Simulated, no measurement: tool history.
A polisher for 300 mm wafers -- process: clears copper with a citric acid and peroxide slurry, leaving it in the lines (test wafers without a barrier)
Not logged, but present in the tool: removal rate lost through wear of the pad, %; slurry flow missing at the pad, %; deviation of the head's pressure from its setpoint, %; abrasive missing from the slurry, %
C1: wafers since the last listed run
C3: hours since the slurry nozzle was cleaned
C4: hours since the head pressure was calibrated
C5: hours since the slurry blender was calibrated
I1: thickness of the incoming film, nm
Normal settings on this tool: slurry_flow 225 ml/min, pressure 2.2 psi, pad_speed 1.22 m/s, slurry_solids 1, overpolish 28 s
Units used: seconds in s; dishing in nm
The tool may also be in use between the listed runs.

Run 1, hour 0: usual settings but slurry_solids 0.9; C1 0; wafers polished on this pad 508; C3 622.8; C4 142.5; C5 97; I1 202.1. Result: seconds 94.6 s, dishing 35.1 nm.
Run 2, hour 14.8: usual settings but slurry_solids 0.9; C1 100; wafers polished on this pad 608; C3 637.6; C4 157.3; C5 111.8; I1 196.8. Result: seconds 91.5 s, dishing 34 nm.
Run 3, hour 37.4: usual settings but pad_speed 1.48 m/s; C1 153; wafers polished on this pad 761; C3 660.2; C4 179.9; C5 134.4; I1 198.3. Result: seconds 75.9 s, dishing 38.8 nm.
Run 4, hour 51.1: usual settings; C1 92; wafers polished on this pad 854; C3 673.9; C4 193.6; C5 148.1; I1 200.5. Result: seconds 92.2 s, dishing 35.4 nm.
At hour 60.5: slurry blender recalibrated.
Run 5, hour 67.6: usual settings; C1 98; wafers polished on this pad 952; C3 690.4; C4 210.1; C5 7.1; I1 198.8. Result: seconds 86.4 s, dishing 36.3 nm.
At hour 83.6: worn pad replaced by a new one.
Run 6, hour 92.5: usual settings; C1 141; wafers polished on this pad 60; C3 715.3; C4 235; C5 32; I1 202.3. Result: seconds 93.3 s, dishing 34.8 nm.
Run 7, hour 105.5: usual settings but pad_speed 0.98 m/s; C1 88; wafers polished on this pad 148; C3 728.3; C4 248; C5 45; I1 201.7. Result: seconds 109.9 s, dishing 30.8 nm.
Run 8, hour 170.6: usual settings but pad_speed 0.98 m/s; C1 440; wafers polished on this pad 589; C3 793.4; C4 313.1; C5 110.1; I1 199.1. Result: seconds 109.6 s, dishing 31.7 nm.
Run 9, hour 204: usual settings but slurry_solids 1.05; C1 226; wafers polished on this pad 815; C3 826.8; C4 346.5; C5 143.5; I1 198.8. Result: seconds 89.8 s, dishing 34.9 nm.
At hour 210.3: slurry blender recalibrated.
Run 10, hour 234.7: usual settings but slurry_solids 1.05; C1 194; wafers polished on this pad 1009; C3 857.5; C4 377.2; C5 24.4; I1 201.2. Result: seconds 97.4 s, dishing 32.7 nm.
At hour 248: slurry nozzle cleaned.
At hour 252.5: worn pad replaced by a new one.
Run 11, hour 261.8: usual settings; C1 149; wafers polished on this pad 63; C3 13.8; C4 404.3; C5 51.5; I1 199.2. Result: seconds 98.3 s, dishing 33.3 nm.
Run 12, hour 340.1: usual settings; C1 530; wafers polished on this pad 593; C3 92.1; C4 482.6; C5 129.8; I1 198.4. Result: seconds 99.5 s, dishing 31.6 nm.
Run 13, hour 370.6: usual settings but slurry_flow 250 ml/min, pressure 2.8 psi, pad_speed 1.06 m/s, overpolish 19 s; C1 206; wafers polished on this pad 799; C3 122.6; C4 513.1; C5 160.3; I1 201.2. Result: seconds 90.2 s, dishing 27.6 nm.
At hour 376.6: slurry blender recalibrated, repeated, since the last time left the tool worse.
At hour 382.7: worn pad replaced by a new one.
Run 14, hour 403: usual settings; C1 178; wafers polished on this pad 137; C3 155; C4 545.5; C5 26.4; I1 197.1. Result: seconds 87.7 s, dishing 35.5 nm.
Run 15, hour 436.3: usual settings but pressure 2.8 psi, pad_speed 1.08 m/s, overpolish 23 s; C1 225; wafers polished on this pad 362; C3 188.3; C4 578.8; C5 59.7; I1 197.6. Result: seconds 77.4 s, dishing 34.4 nm.
At hour 453.4: head pressure recalibrated.
Run 16, hour 465.2: usual settings but slurry_solids 1.05; C1 182; wafers polished on this pad 544; C3 217.2; C4 11.8; C5 88.6; I1 202.9. Result: seconds 90.1 s, dishing 35 nm.
Run 17, hour 499.1: usual settings; C1 229; wafers polished on this pad 774; C3 251.1; C4 45.7; C5 122.5; I1 196.9. Result: seconds 89.3 s, dishing 34.1 nm.
At hour 503.7: slurry blender recalibrated.
At hour 516.8: worn pad replaced by a new one.
Run 18, hour 526.6: usual settings but slurry_solids 0.8, overpolish 21 s; C1 145; wafers polished on this pad 66; C3 278.6; C4 73.2; C5 22.9; I1 198.8. Result: seconds 93.4 s, dishing 27.8 nm.
Run 19, hour 551.9: usual settings but pad_speed 1 m/s; C1 171; wafers polished on this pad 237; C3 303.9; C4 98.5; C5 48.2; I1 197.4. Result: seconds 105.2 s, dishing 32 nm.
Run 20, hour 608.5: usual settings but slurry_flow 160 ml/min, pressure 2.8 psi, pad_speed 0.9 m/s, slurry_solids 0.8; C1 383; wafers polished on this pad 621; C3 360.5; C4 155.1; C5 104.8; I1 200.1. Result: seconds 101 s, dishing 32.5 nm.
At hour 630.3: slurry blender recalibrated.
Run 21, hour 636.5: usual settings but pressure 1.9 psi, slurry_solids 1.1; C1 176; wafers polished on this pad 797; C3 388.5; C4 183.1; C5 6.2; I1 204.2. Result: seconds 100.8 s, dishing 31.6 nm.
Run 22, hour 661: usual settings but overpolish 18 s; C1 165; wafers polished on this pad 962; C3 413; C4 207.6; C5 30.7; I1 199.6. Result: seconds 89 s, dishing 25.2 nm.
At hour 685.8: worn pad replaced by a new one.
Run 23, hour 692: usual settings but pad_speed 1.1 m/s, slurry_solids 0.7, overpolish 15 s; C1 182; wafers polished on this pad 41; C3 444; C4 238.6; C5 61.7; I1 200.9. Result: seconds 110.1 s, dishing 19.4 nm.
Run 24, hour 710.5: usual settings; C1 125; wafers polished on this pad 166; C3 462.5; C4 257.1; C5 80.2; I1 201.3. Result: seconds 93.5 s, dishing 34 nm.
Run 25, hour 741: usual settings; C1 206; wafers polished on this pad 373; C3 493; C4 287.6; C5 110.7; I1 199.1. Result: seconds 93.8 s, dishing 35 nm.

Branching from run 25: 4 alternative next runs. What would each branch give?
Run A, hour 741.5: usual settings; C1 3; wafers polished on this pad 376; C3 493.5; C4 288.1; C5 111.2; I1 199.7. Result: seconds ?, dishing ?.
Run B, hour 741.5: usual settings but pressure 2 psi; C1 3; wafers polished on this pad 376; C3 493.5; C4 288.1; C5 111.2; I1 199.7. Result: seconds ?, dishing ?.
Run C, hour 741.5: usual settings but pressure 1.6 psi, pad_speed 0.92 m/s; C1 3; wafers polished on this pad 376; C3 493.5; C4 288.1; C5 111.2; I1 199.7. Result: seconds ?, dishing ?.
Run D, hour 741.5: usual settings but slurry_flow 305 ml/min, pressure 1.6 psi, pad_speed 1.04 m/s, slurry_solids 1.25; C1 3; wafers polished on this pad 376; C3 493.5; C4 288.1; C5 111.2; I1 199.7. Result: seconds ?, dishing ?.

run  seconds  dishing
  A     91.1     35.2
  B      100       33
  C    157.7     23.7
  D    130.3     27.3
What these runs would have given with no unlogged condition in the tool:
run  seconds  dishing
  A     86.8     36.2
  B     95.3       34
  C    150.2     24.6
  D      124     28.3
